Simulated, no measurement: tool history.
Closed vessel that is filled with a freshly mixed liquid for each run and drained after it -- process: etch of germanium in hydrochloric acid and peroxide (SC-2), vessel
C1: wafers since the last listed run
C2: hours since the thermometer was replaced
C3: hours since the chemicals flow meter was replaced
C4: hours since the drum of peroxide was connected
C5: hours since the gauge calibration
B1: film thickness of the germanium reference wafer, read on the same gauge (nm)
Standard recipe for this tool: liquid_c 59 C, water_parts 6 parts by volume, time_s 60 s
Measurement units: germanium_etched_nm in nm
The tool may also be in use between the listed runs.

{"run": 1, "hour": 0.0, "liquid_c": 59, "water_parts": 4, "time_s": 60, "C1": 0, "C2": 87.8, "C3": 722.5, "C4": 429.6, "C5": 1730.8, "B1": 109.98, "germanium_etched_nm": 321.14}
{"hour": 19.6, "done": "new drum of peroxide connected"}
{"run": 2, "hour": 72.7, "liquid_c": 59, "water_parts": 4, "time_s": 60, "C1": 9392, "C2": 160.5, "C3": 795.2, "C4": 53.1, "C5": 1803.5, "B1": 110.02, "germanium_etched_nm": 322.96}
{"run": 3, "hour": 190.0, "liquid_c": 59, "water_parts": 6, "time_s": 60, "C1": 15365, "C2": 277.8, "C3": 912.5, "C4": 170.4, "C5": 1920.8, "B1": 109.99, "germanium_etched_nm": 319.73}
{"run": 4, "hour": 254.0, "liquid_c": 59, "water_parts": 6, "time_s": 60, "C1": 8383, "C2": 341.8, "C3": 976.5, "C4": 234.4, "C5": 1984.8, "B1": 109.98, "germanium_etched_nm": 319.78}
{"run": 5, "hour": 334.2, "liquid_c": 59, "water_parts": 6, "time_s": 60, "C1": 10505, "C2": 422, "C3": 1056.7, "C4": 314.6, "C5": 2065, "B1": 109.99, "germanium_etched_nm": 319.59}
{"run": 6, "hour": 409.3, "liquid_c": 59, "water_parts": 6, "time_s": 60, "C1": 9837, "C2": 497.1, "C3": 1131.8, "C4": 389.7, "C5": 2140.1, "B1": 109.99, "germanium_etched_nm": 318.77}
{"hour": 492.0, "done": "new drum of peroxide connected"}
{"run": 7, "hour": 493.7, "liquid_c": 59, "water_parts": 6, "time_s": 60, "C1": 10925, "C2": 581.5, "C3": 1216.2, "C4": 1.7, "C5": 2224.5, "B1": 110, "germanium_etched_nm": 321.2}
{"hour": 532.5, "done": "chemicals flow meter replaced"}
{"run": 8, "hour": 579.7, "liquid_c": 59, "water_parts": 6, "time_s": 70, "C1": 11134, "C2": 667.5, "C3": 47.2, "C4": 87.7, "C5": 2310.5, "B1": 109.99, "germanium_etched_nm": 375.98}
{"run": 9, "hour": 623.9, "liquid_c": 59, "water_parts": 6, "time_s": 60, "C1": 5790, "C2": 711.7, "C3": 91.4, "C4": 131.9, "C5": 2354.7, "B1": 110.03, "germanium_etched_nm": 321.64}
{"run": 10, "hour": 721.1, "liquid_c": 59, "water_parts": 6, "time_s": 60, "C1": 12732, "C2": 808.9, "C3": 188.6, "C4": 229.1, "C5": 2451.9, "B1": 110.02, "germanium_etched_nm": 321.3}
{"run": 11, "hour": 789.8, "liquid_c": 59, "water_parts": 6, "time_s": 60, "C1": 8999, "C2": 877.6, "C3": 257.3, "C4": 297.8, "C5": 2520.6, "B1": 110.01, "germanium_etched_nm": 322.02}
{"run": 12, "hour": 867.7, "liquid_c": 59, "water_parts": 6, "time_s": 35, "C1": 10204, "C2": 955.5, "C3": 335.2, "C4": 375.7, "C5": 2598.5, "B1": 110, "germanium_etched_nm": 187.98}
{"run": 13, "hour": 974.4, "liquid_c": 59, "water_parts": 6, "time_s": 85, "C1": 13977, "C2": 1062.2, "C3": 441.9, "C4": 482.4, "C5": 2705.2, "B1": 110, "germanium_etched_nm": 457.09}
{"hour": 1021.7, "done": "new drum of peroxide connected"}
{"hour": 1022.9, "done": "gauge calibrated"}
{"run": 14, "hour": 1081.5, "liquid_c": 59, "water_parts": 6, "time_s": 60, "C1": 13898, "C2": 1169.3, "C3": 549, "C4": 59.8, "C5": 58.6, "B1": 110.02, "germanium_etched_nm": 325.33}
{"run": 15, "hour": 1123.7, "liquid_c": 55, "water_parts": 7, "time_s": 40, "C1": 5528, "C2": 1211.5, "C3": 591.2, "C4": 102, "C5": 100.8, "B1": 110, "germanium_etched_nm": 190.21}
{"run": 16, "hour": 1211.5, "liquid_c": 62.5, "water_parts": 6, "time_s": 90, "C1": 11501, "C2": 1299.3, "C3": 679, "C4": 189.8, "C5": 188.6, "B1": 110.03, "germanium_etched_nm": 542.14}
{"run": 17, "hour": 1256.2, "liquid_c": 59, "water_parts": 6, "time_s": 60, "C1": 5855, "C2": 1344, "C3": 723.7, "C4": 234.5, "C5": 233.3, "B1": 110.02, "germanium_etched_nm": 324.51}
{"run": 18, "hour": 1336.0, "liquid_c": 54.5, "water_parts": 5, "time_s": 30, "C1": 10453, "C2": 1423.8, "C3": 803.5, "C4": 314.3, "C5": 313.1, "B1": 110, "germanium_etched_nm": 142.73}
{"run": 19, "hour": 1380.5, "liquid_c": 56.5, "water_parts": 4.5, "time_s": 60, "C1": 5829, "C2": 1468.3, "C3": 848, "C4": 358.8, "C5": 357.6, "B1": 110, "germanium_etched_nm": 304.86}
{"run": 20, "hour": 1463.4, "liquid_c": 62.5, "water_parts": 8, "time_s": 80, "C1": 10859, "C2": 1551.2, "C3": 930.9, "C4": 441.7, "C5": 440.5, "B1": 109.99, "germanium_etched_nm": 469.65}
{"hour": 1496.7, "done": "new drum of peroxide connected"}
{"hour": 1524.7, "done": "thermometer replaced"}
{"run": 21, "hour": 1545.6, "liquid_c": 51.5, "water_parts": 6, "time_s": 60, "C1": 10505, "C2": 20.9, "C3": 1013.1, "C4": 48.9, "C5": 522.7, "B1": 109.96, "germanium_etched_nm": 252.45}
{"run": 22, "hour": 1582.6, "liquid_c": 53.5, "water_parts": 8.5, "time_s": 45, "C1": 4846, "C2": 57.9, "C3": 1050.1, "C4": 85.9, "C5": 559.7, "B1": 109.97, "germanium_etched_nm": 197.27}
{"run": 23, "hour": 1619.1, "liquid_c": 59, "water_parts": 6, "time_s": 75, "C1": 4781, "C2": 94.4, "C3": 1086.6, "C4": 122.4, "C5": 596.2, "B1": 109.98, "germanium_etched_nm": 397.07}
{"run": 24, "hour": 1664.6, "liquid_c": 55.5, "water_parts": 8, "time_s": 60, "C1": 5960, "C2": 139.9, "C3": 1132.1, "C4": 167.9, "C5": 641.7, "B1": 110, "germanium_etched_nm": 281.34}
{"hour": 1703.1, "done": "chemicals flow meter replaced"}
{"run": 25, "hour": 1730.9, "liquid_c": 59, "water_parts": 6, "time_s": 60, "C1": 8554, "C2": 206.2, "C3": 27.8, "C4": 234.2, "C5": 708, "B1": 109.98, "germanium_etched_nm": 317.77}
{"run": 26, "hour": 1787.8, "liquid_c": 59, "water_parts": 6, "time_s": 60, "C1": 7453, "C2": 263.1, "C3": 84.7, "C4": 291.1, "C5": 764.9, "B1": 110.02, "germanium_etched_nm": 316.79}
{"run": 27, "hour": 1867.5, "liquid_c": 53.5, "water_parts": 6, "time_s": 80, "C1": 10440, "C2": 342.8, "C3": 164.4, "C4": 370.8, "C5": 844.6, "B1": 109.97, "germanium_etched_nm": 359.2}
{"run": 28, "hour": 1921.4, "liquid_c": 59, "water_parts": 6, "time_s": 60, "C1": 7060, "C2": 396.7, "C3": 218.3, "C4": 424.7, "C5": 898.5, "B1": 110.01, "germanium_etched_nm": 318.7}
{"run": 29, "hour": 1986.0, "liquid_c": 68, "water_parts": 8.5, "time_s": 60, "C1": 8462, "C2": 461.3, "C3": 282.9, "C4": 489.3, "C5": 963.1, "B1": 110, "germanium_etched_nm": 400.69}
{"hour": 2026.0, "done": "new drum of peroxide connected"}
{"run": 30, "hour": 2028.2, "liquid_c": 55.5, "water_parts": 6, "time_s": 60, "C1": 5397, "C2": 503.5, "C3": 325.1, "C4": 2.2, "C5": 1005.3, "B1": 109.98, "germanium_etched_nm": 288.28}

3 ways to go on from here, each from the tool as it stands after run 30. What would each give?
{"run": "A", "hour": 2028.9, "liquid_c": 59, "water_parts": 6, "time_s": 40, "C1": 91, "C2": 504.2, "C3": 325.8, "C4": 2.9, "C5": 1006, "B1": "?", "germanium_etched_nm": "?"}
{"run": "B", "hour": 2028.9, "liquid_c": 49.5, "water_parts": 7.5, "time_s": 85, "C1": 91, "C2": 504.2, "C3": 325.8, "C4": 2.9, "C5": 1006, "B1": "?", "germanium_etched_nm": "?"}
{"run": "C", "hour": 2028.9, "liquid_c": 51.5, "water_parts": 5, "time_s": 60, "C1": 91, "C2": 504.2, "C3": 325.8, "C4": 2.9, "C5": 1006, "B1": "?", "germanium_etched_nm": "?"}

run=A B1=110.02 germanium_etched_nm=214.58
run=B B1=110.02 germanium_etched_nm=335.65
run=C B1=110.02 germanium_etched_nm=256.91
What these runs would have given with no unlogged condition in the tool:
run=A germanium_etched_nm=212.24
run=B germanium_etched_nm=331.79
run=C germanium_etched_nm=253.94
